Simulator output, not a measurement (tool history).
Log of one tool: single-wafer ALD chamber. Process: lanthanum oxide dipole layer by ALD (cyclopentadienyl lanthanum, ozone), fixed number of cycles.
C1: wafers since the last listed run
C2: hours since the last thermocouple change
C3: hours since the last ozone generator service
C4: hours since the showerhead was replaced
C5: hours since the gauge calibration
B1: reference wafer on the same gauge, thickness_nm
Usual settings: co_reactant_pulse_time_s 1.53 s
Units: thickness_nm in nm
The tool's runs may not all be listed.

Run 1, hour 0: usual settings; C1 0; C2 2479.1; C3 75; C4 2895.6; C5 290.3; B1 0.572. Result: thickness_nm 0.543 nm.
Run 2, hour 45.1: usual settings but co_reactant_pulse_time_s 1.1 s; C1 574; C2 2524.2; C3 120.1; C4 2940.7; C5 335.4; B1 0.572. Result: thickness_nm 0.482 nm.
Run 3, hour 108.4: usual settings but co_reactant_pulse_time_s 1.1 s; C1 806; C2 2587.5; C3 183.4; C4 3004; C5 398.7; B1 0.572. Result: thickness_nm 0.482 nm.
Run 4, hour 147.5: usual settings but co_reactant_pulse_time_s 1.22 s; C1 498; C2 2626.6; C3 222.5; C4 3043.1; C5 437.8; B1 0.572. Result: thickness_nm 0.505 nm.
Run 5, hour 177.9: usual settings; C1 387; C2 2657; C3 252.9; C4 3073.5; C5 468.2; B1 0.572. Result: thickness_nm 0.542 nm.
Run 6, hour 247.9: usual settings; C1 892; C2 2727; C3 322.9; C4 3143.5; C5 538.2; B1 0.572. Result: thickness_nm 0.542 nm.
Run 7, hour 312.8: usual settings but co_reactant_pulse_time_s 1.87 s; C1 827; C2 2791.9; C3 387.8; C4 3208.4; C5 603.1; B1 0.572. Result: thickness_nm 0.56 nm.
Run 8, hour 366.1: usual settings but co_reactant_pulse_time_s 1.87 s; C1 679; C2 2845.2; C3 441.1; C4 3261.7; C5 656.4; B1 0.572. Result: thickness_nm 0.56 nm.
Run 9, hour 398: usual settings but co_reactant_pulse_time_s 1.87 s; C1 406; C2 2877.1; C3 473; C4 3293.6; C5 688.3; B1 0.572. Result: thickness_nm 0.561 nm.
At hour 444.8: thermocouple changed; heater temperature recalibrated.
Run 10, hour 449.1: usual settings but co_reactant_pulse_time_s 1.91 s; C1 549; C2 4.3; C3 524.1; C4 3344.7; C5 739.4; B1 0.572. Result: thickness_nm 0.559 nm.
At hour 474.7: gauge calibrated.
Run 11, hour 480.8: usual settings but co_reactant_pulse_time_s 1.91 s; C1 404; C2 36; C3 555.8; C4 3376.4; C5 6.1; B1 0.572. Result: thickness_nm 0.561 nm.
Run 12, hour 517.9: usual settings; C1 472; C2 73.1; C3 592.9; C4 3413.5; C5 43.2; B1 0.572. Result: thickness_nm 0.538 nm.
Run 13, hour 561.6: usual settings; C1 557; C2 116.8; C3 636.6; C4 3457.2; C5 86.9; B1 0.572. Result: thickness_nm 0.539 nm.
Run 14, hour 619: usual settings but co_reactant_pulse_time_s 1.89 s; C1 731; C2 174.2; C3 694; C4 3514.6; C5 144.3; B1 0.572. Result: thickness_nm 0.56 nm.
Run 15, hour 653.7: usual settings; C1 442; C2 208.9; C3 728.7; C4 3549.3; C5 179; B1 0.572. Result: thickness_nm 0.536 nm.
Run 16, hour 696: usual settings but co_reactant_pulse_time_s 2.03 s; C1 539; C2 251.2; C3 771; C4 3591.6; C5 221.3; B1 0.572. Result: thickness_nm 0.562 nm.
At hour 780.1: showerhead replaced.
Run 17, hour 780.6: usual settings but co_reactant_pulse_time_s 1.78 s; C1 976; C2 335.8; C3 855.6; C4 0.5; C5 305.9; B1 0.572. Result: thickness_nm 0.55 nm.
Run 18, hour 828.7: usual settings; C1 613; C2 383.9; C3 903.7; C4 48.6; C5 354; B1 0.572. Result: thickness_nm 0.535 nm.
Run 19, hour 891.2: usual settings but co_reactant_pulse_time_s 2.01 s; C1 796; C2 446.4; C3 966.2; C4 111.1; C5 416.5; B1 0.572. Result: thickness_nm 0.56 nm.
Run 20, hour 925.4: usual settings; C1 435; C2 480.6; C3 1000.4; C4 145.3; C5 450.7; B1 0.571. Result: thickness_nm 0.532 nm.
At hour 960.2: ozone generator serviced.
Run 21, hour 991.4: usual settings but co_reactant_pulse_time_s 1.23 s; C1 739; C2 546.6; C3 31.2; C4 211.3; C5 516.7; B1 0.573. Result: thickness_nm 0.508 nm.
Run 22, hour 1017.9: usual settings but co_reactant_pulse_time_s 1 s; C1 337; C2 573.1; C3 57.7; C4 237.8; C5 543.2; B1 0.572. Result: thickness_nm 0.453 nm.
Run 23, hour 1061.4: usual settings but co_reactant_pulse_time_s 2.02 s; C1 554; C2 616.6; C3 101.2; C4 281.3; C5 586.7; B1 0.572. Result: thickness_nm 0.565 nm.
Run 24, hour 1104.2: usual settings but co_reactant_pulse_time_s 1.03 s; C1 545; C2 659.4; C3 144; C4 324.1; C5 629.5; B1 0.572. Result: thickness_nm 0.462 nm.
Run 25, hour 1147.1: usual settings but co_reactant_pulse_time_s 1.26 s; C1 546; C2 702.3; C3 186.9; C4 367; C5 672.4; B1 0.572. Result: thickness_nm 0.51 nm.
At hour 1202: gauge calibrated.
Run 26, hour 1213: usual settings but co_reactant_pulse_time_s 2.11 s; C1 840; C2 768.2; C3 252.8; C4 432.9; C5 11; B1 0.572. Result: thickness_nm 0.564 nm.
Run 27, hour 1240.3: usual settings; C1 347; C2 795.5; C3 280.1; C4 460.2; C5 38.3; B1 0.572. Result: thickness_nm 0.541 nm.

Hidden state or all else? Some run-to-run changes of thickness_nm, split into what the settings, what came in and random variation would give without the hidden state, and what is left for the hidden state (with any gauge scatter that isn't in both results):
The hidden state here: wafer temperature above the value expected at the setpoint (K); ozone dose above that of a generator just serviced (%); gauge reads high (%).
Run 19 -> 20: co_reactant_pulse_time_s 2.01 -> 1.53. thickness_nm -0.028 nm: hidden state -0.009, all else -0.019.
Run 20 -> 21: co_reactant_pulse_time_s 1.53 -> 1.23, ozone generator serviced. thickness_nm -0.024 nm: hidden state +0.01, all else -0.034.
Run 22 -> 23: co_reactant_pulse_time_s 1 -> 2.02. thickness_nm +0.112 nm: hidden state +0.007, all else +0.105.
Run 23 -> 24: co_reactant_pulse_time_s 2.02 -> 1.03. thickness_nm -0.103 nm: hidden state -0.008, all else -0.095.
